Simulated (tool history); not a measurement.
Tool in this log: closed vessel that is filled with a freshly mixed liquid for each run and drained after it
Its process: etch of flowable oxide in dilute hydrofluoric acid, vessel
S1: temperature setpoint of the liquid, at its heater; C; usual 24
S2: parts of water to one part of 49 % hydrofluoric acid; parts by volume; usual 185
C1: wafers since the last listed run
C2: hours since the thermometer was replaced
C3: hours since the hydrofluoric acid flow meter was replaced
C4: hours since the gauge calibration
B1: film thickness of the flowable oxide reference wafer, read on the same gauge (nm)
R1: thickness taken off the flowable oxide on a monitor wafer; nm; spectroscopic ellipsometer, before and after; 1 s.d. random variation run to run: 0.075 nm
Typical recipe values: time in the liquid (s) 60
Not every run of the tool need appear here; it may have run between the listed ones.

Run 1, hour 0: usual settings but S1 20 C; C1 0; C2 266.1; C3 448.5; C4 417.3; B1 150. Result: R1 10.62 nm.
Run 2, hour 26.4: usual settings but S1 20 C; C1 1725; C2 292.5; C3 474.9; C4 443.7; B1 150.03. Result: R1 10.66 nm.
Run 3, hour 51.7: usual settings but S2 205 parts by volume; C1 1653; C2 317.8; C3 500.2; C4 469; B1 150. Result: R1 10.96 nm.
Run 4, hour 92.2: usual settings but S2 205 parts by volume; C1 2646; C2 358.3; C3 540.7; C4 509.5; B1 150.01. Result: R1 10.94 nm.
Run 5, hour 153.7: usual settings but S1 27.5 C; C1 4019; C2 419.8; C3 602.2; C4 571; B1 150.01. Result: R1 13.99 nm.
Run 6, hour 189.4: usual settings but S1 27.5 C; C1 2333; C2 455.5; C3 637.9; C4 606.7; B1 150.01. Result: R1 14.02 nm.
Run 7, hour 259.5: usual settings but time in the liquid (s) 80; C1 4581; C2 525.6; C3 708; C4 676.8; B1 150.02. Result: R1 16.09 nm.
At hour 276.9: gauge calibrated.
Run 8, hour 305.3: usual settings; C1 2993; C2 571.4; C3 753.8; C4 28.4; B1 150.01. Result: R1 12.14 nm.
At hour 316.4: hydrofluoric acid flow meter replaced.
Run 9, hour 358.2: usual settings; C1 3392; C2 624.3; C3 41.8; C4 81.3; B1 149.96. Result: R1 12.15 nm.
Run 10, hour 396.7: usual settings; C1 2516; C2 662.8; C3 80.3; C4 119.8; B1 150. Result: R1 12.1 nm.
Run 11, hour 459.9: usual settings but time in the liquid (s) 85; C1 4130; C2 726; C3 143.5; C4 183; B1 149.99. Result: R1 16.9 nm.
At hour 473.3: thermometer replaced.
Run 12, hour 517.8: usual settings but S2 165 parts by volume; C1 3718; C2 44.5; C3 201.4; C4 240.9; B1 150. Result: R1 14.49 nm.
Run 13, hour 559.3: usual settings but S2 165 parts by volume; C1 2712; C2 86; C3 242.9; C4 282.4; B1 150.01. Result: R1 14.65 nm.
Run 14, hour 605.4: usual settings but S2 165 parts by volume; C1 3012; C2 132.1; C3 289; C4 328.5; B1 150.01. Result: R1 14.53 nm.
Run 15, hour 676.6: usual settings but S1 19.5 C, S2 270 parts by volume; C1 4653; C2 203.3; C3 360.2; C4 399.7; B1 150.01. Result: R1 6.66 nm.
Run 16, hour 737: usual settings but S1 21 C, S2 105 parts by volume; C1 3947; C2 263.7; C3 420.6; C4 460.1; B1 149.98. Result: R1 21.25 nm.
Run 17, hour 802.6: usual settings but S1 28 C, time in the liquid (s) 30; C1 4287; C2 329.3; C3 486.2; C4 525.7; B1 150.01. Result: R1 7.28 nm.
Run 18, hour 863.7: usual settings; C1 3993; C2 390.4; C3 547.3; C4 586.8; B1 149.98. Result: R1 12.38 nm.
Run 19, hour 923.8: usual settings but S1 26 C, S2 160 parts by volume, time in the liquid (s) 80; C1 3927; C2 450.5; C3 607.4; C4 646.9; B1 150.01. Result: R1 21.08 nm.
At hour 931.7: hydrofluoric acid flow meter replaced.
Run 20, hour 980.5: usual settings; C1 3640; C2 507.2; C3 48.8; C4 703.6; B1 150.01. Result: R1 12.13 nm.
Run 21, hour 1042.9: usual settings; C1 4078; C2 569.6; C3 111.2; C4 766; B1 150.03. Result: R1 12.17 nm.
At hour 1097.4: gauge calibrated.
Run 22, hour 1114.7: usual settings but S1 22 C, time in the liquid (s) 40; C1 4692; C2 641.4; C3 183; C4 17.3; B1 150. Result: R1 7.48 nm.
Run 23, hour 1185.8: usual settings but S1 22 C, S2 240 parts by volume, time in the liquid (s) 30; C1 4646; C2 712.5; C3 254.1; C4 88.4; B1 149.98. Result: R1 4.11 nm.
Run 24, hour 1226.8: usual settings but S2 205 parts by volume; C1 2679; C2 753.5; C3 295.1; C4 129.4; B1 150. Result: R1 10.72 nm.
Run 25, hour 1268.1: usual settings but S1 26 C, S2 220 parts by volume, time in the liquid (s) 30; C1 2699; C2 794.8; C3 336.4; C4 170.7; B1 150. Result: R1 5.2 nm.
Run 26, hour 1306.4: usual settings; C1 2503; C2 833.1; C3 374.7; C4 209; B1 150.02. Result: R1 11.91 nm.
Run 27, hour 1367.9: usual settings but S1 19 C, S2 255 parts by volume, time in the liquid (s) 30; C1 4019; C2 894.6; C3 436.2; C4 270.5; B1 149.99. Result: R1 3.34 nm.
At hour 1385.4: thermometer replaced.
Run 28, hour 1398.4: usual settings; C1 1928; C2 13; C3 466.7; C4 301; B1 149.98. Result: R1 12.71 nm.
Run 29, hour 1450.3: usual settings but S2 245 parts by volume; C1 3392; C2 64.9; C3 518.6; C4 352.9; B1 150.02. Result: R1 9.01 nm.

Forecast each of these 4 alternatives for the next run:
Run A, hour 1451: usual settings but S2 100 parts by volume; C1 45; C2 65.6; C3 519.3; C4 353.6; B1 ?. Result: R1 ?.
Run B, hour 1451: usual settings but S1 27.5 C, S2 130 parts by volume, time in the liquid (s) 85; C1 45; C2 65.6; C3 519.3; C4 353.6; B1 ?. Result: R1 ?.
Run C, hour 1451: usual settings but S2 115 parts by volume; C1 45; C2 65.6; C3 519.3; C4 353.6; B1 ?. Result: R1 ?.
Run D, hour 1451: usual settings but S1 27 C, S2 225 parts by volume; C1 45; C2 65.6; C3 519.3; C4 353.6; B1 ?. Result: R1 ?.

run      B1     R1
  A  150.01  26.14
  B  150.01  31.41
  C  150.01  22.32
  D  150.01  11.24
Take away the tool's hidden state, keep each run's random variation, and the runs would have read:
run     R1
  A  26.33
  B  31.63
  C  22.48
  D  11.31
